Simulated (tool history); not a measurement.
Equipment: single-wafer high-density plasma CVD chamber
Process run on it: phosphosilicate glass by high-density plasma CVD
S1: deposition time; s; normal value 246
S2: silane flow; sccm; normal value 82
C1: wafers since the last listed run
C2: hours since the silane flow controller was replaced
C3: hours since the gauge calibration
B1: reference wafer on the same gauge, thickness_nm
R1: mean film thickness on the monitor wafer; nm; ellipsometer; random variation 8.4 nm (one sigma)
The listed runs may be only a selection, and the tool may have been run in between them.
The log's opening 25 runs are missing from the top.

{"run": 26, "hour": 808.5, "S1": 268, "S2": 92, "C1": 1039, "C2": 428.6, "C3": 280.9, "B1": 2320.09, "R1": 2778.657}
{"run": 27, "hour": 830.1, "S1": 246, "S2": 71, "C1": 212, "C2": 450.2, "C3": 302.5, "B1": 2320.828, "R1": 2058.165}
{"run": 28, "hour": 861.6, "S1": 246, "S2": 71, "C1": 309, "C2": 481.7, "C3": 334.0, "B1": 2319.237, "R1": 2079.913}
{"run": 29, "hour": 889.1, "S1": 204, "S2": 98, "C1": 270, "C2": 509.2, "C3": 361.5, "B1": 2319.902, "R1": 2225.793}
{"run": 30, "hour": 912.4, "S1": 246, "S2": 82, "C1": 229, "C2": 532.5, "C3": 384.8, "B1": 2318.927, "R1": 2322.94}
{"run": 31, "hour": 934.3, "S1": 290, "S2": 88, "C1": 215, "C2": 554.4, "C3": 406.7, "B1": 2319.95, "R1": 2918.567}
{"run": 32, "hour": 955.7, "S1": 223, "S2": 95, "C1": 210, "C2": 575.8, "C3": 428.1, "B1": 2320.792, "R1": 2373.078}
{"run": 33, "hour": 985.2, "S1": 261, "S2": 96, "C1": 290, "C2": 605.3, "C3": 457.6, "B1": 2319.733, "R1": 2812.52}
{"run": 34, "hour": 1009.3, "S1": 269, "S2": 87, "C1": 237, "C2": 629.4, "C3": 481.7, "B1": 2318.471, "R1": 2685.407}
{"run": 35, "hour": 1095.3, "S1": 246, "S2": 82, "C1": 845, "C2": 715.4, "C3": 567.7, "B1": 2320.687, "R1": 2318.351}

Each row is a separate what-if for the run after 35, all from the same tool condition, not one after another. Results?
{"run": "A", "hour": 1095.8, "S1": 277, "S2": 82, "C1": 4, "C2": 715.9, "C3": 568.2, "B1": "?", "R1": "?"}
{"run": "B", "hour": 1095.8, "S1": 232, "S2": 89, "C1": 4, "C2": 715.9, "C3": 568.2, "B1": "?", "R1": "?"}
{"run": "C", "hour": 1095.8, "S1": 273, "S2": 82, "C1": 4, "C2": 715.9, "C3": 568.2, "B1": "?", "R1": "?"}
{"run": "D", "hour": 1095.8, "S1": 233, "S2": 92, "C1": 4, "C2": 715.9, "C3": 568.2, "B1": "?", "R1": "?"}

run=A B1=2319.268 R1=2621.185
run=B B1=2319.268 R1=2347.750
run=C B1=2319.268 R1=2583.333
run=D B1=2319.268 R1=2423.461
With the hidden condition removed and each run's random variation left untouched, the same runs would have given:
run=A R1=2545.956
run=B R1=2280.369
run=C R1=2509.191
run=D R1=2353.907
